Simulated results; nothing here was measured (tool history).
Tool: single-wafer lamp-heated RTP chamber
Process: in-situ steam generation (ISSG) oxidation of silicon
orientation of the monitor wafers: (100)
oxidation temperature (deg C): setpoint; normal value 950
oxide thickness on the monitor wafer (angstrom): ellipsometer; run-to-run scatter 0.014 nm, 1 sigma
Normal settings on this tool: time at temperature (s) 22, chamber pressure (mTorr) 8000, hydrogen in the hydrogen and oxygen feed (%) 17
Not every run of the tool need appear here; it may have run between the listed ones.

run    hour  oxidation temperature (deg C)  time at temperature (s)  chamber pressure (mTorr)  hydrogen in the hydrogen and oxygen feed (%)  read-back reference wafer on the same gauge, thickness  oxide thickness on the monitor wafer (angstrom)
  1       0                            950                       22                      8000                                            17                                                   4.499                                            40.93
  2    55.8                            950                       22                      8000                                            17                                                   4.505                                            40.95
  3     120                            950                       22                      8000                                            17                                                   4.498                                            41.18
  4   208.3                            950                       22                      8000                                            17                                                   4.501                                            41.15
      274.9  -- pyrometer window cleaned and pyrometer calibrated
  5   311.6                            950                       22                      8000                                            17                                                   4.499                                            40.98
  6   417.4                            950                       22                      8000                                            17                                                   4.503                                            41.13
  7   517.8                            950                       22                      8000                                            17                                                   4.498                                            40.86
      546.2  -- hydrogen flow controller replaced
  8     607                            950                       22                      8000                                            17                                                   4.499                                            41.11
  9   697.2                            950                       24                      8000                                            17                                                   4.504                                            42.51
 10   785.8                            950                       24                      8000                                            17                                                   4.495                                            42.24
 11     850                            950                       27                      8000                                            20                                                   4.503                                            46.51
     1034.8  -- gauge calibrated
 12  1095.2                            950                       27                      8000                                            20                                                   4.498                                            46.34
 13  1144.6                            960                       22                      7400                                            17                                                     4.5                                            42.07
     1168.9  -- pyrometer window cleaned and pyrometer calibrated
 14  1241.1                            950                       27                      7400                                            17                                                   4.497                                            44.68
 15  1347.8                            950                       22                      9400                                            17                                                   4.506                                            40.44
 16    1392                            950                       30                      6900                                            17                                                   4.502                                            46.55
 17    1490                            950                       22                      8000                                            17                                                   4.501                                            41.05
 18  1589.1                            950                       24                      8000                                            17                                                   4.501                                            42.42
 19  1652.6                            950                       22                      8000                                            17                                                     4.5                                            40.98
     1724.5  -- pressure gauge zeroed
 20  1976.5                            957                       22                      6900                                            21                                                     4.5                                            43.66
 21  2084.3                            950                       22                      8000                                            27                                                   4.494                                            45.48
     2109.5  -- pyrometer window cleaned and pyrometer calibrated
 22  2167.5                            935                       22                      9000                                            25                                                   4.504                                            42.41
 23  2230.3                            966                       27                      6900                                            14                                                   4.499                                            44.93
 24  2307.5                            950                       22                      7500                                            17                                                   4.496                                            40.99
 25  2415.2                            950                       22                      8000                                            17                                                   4.502                                            41.04
 26  2500.1                            959                       22                      8500                                            17                                                     4.5                                            42.02
 27  2545.9                            950                       27                      8000                                            14                                                   4.501                                            43.03
 28    2590                            950                       22                      8000                                            17                                                   4.499                                            40.62
 29  2675.5                            950                       22                      8000                                            17                                                   4.501                                             41.1
 30    2781                            950                       22                      8000                                            17                                                   4.498                                            40.93
 31  2837.5                            931                       28                      7600                                            17                                                   4.499                                            43.01
 32  2898.8                            966                       25                      7300                                            17                                                     4.5                                            45.56

What was the tool's hidden state at every run in the log?
true wafer temperature minus pyrometer reading, K: 0, the same for each run
true pressure minus gauge reading, Torr: 0, the same for each run
deviation of the hydrogen flow from its setpoint, %: 0, the same for each run
gauge reads high (%): 0, the same for each run
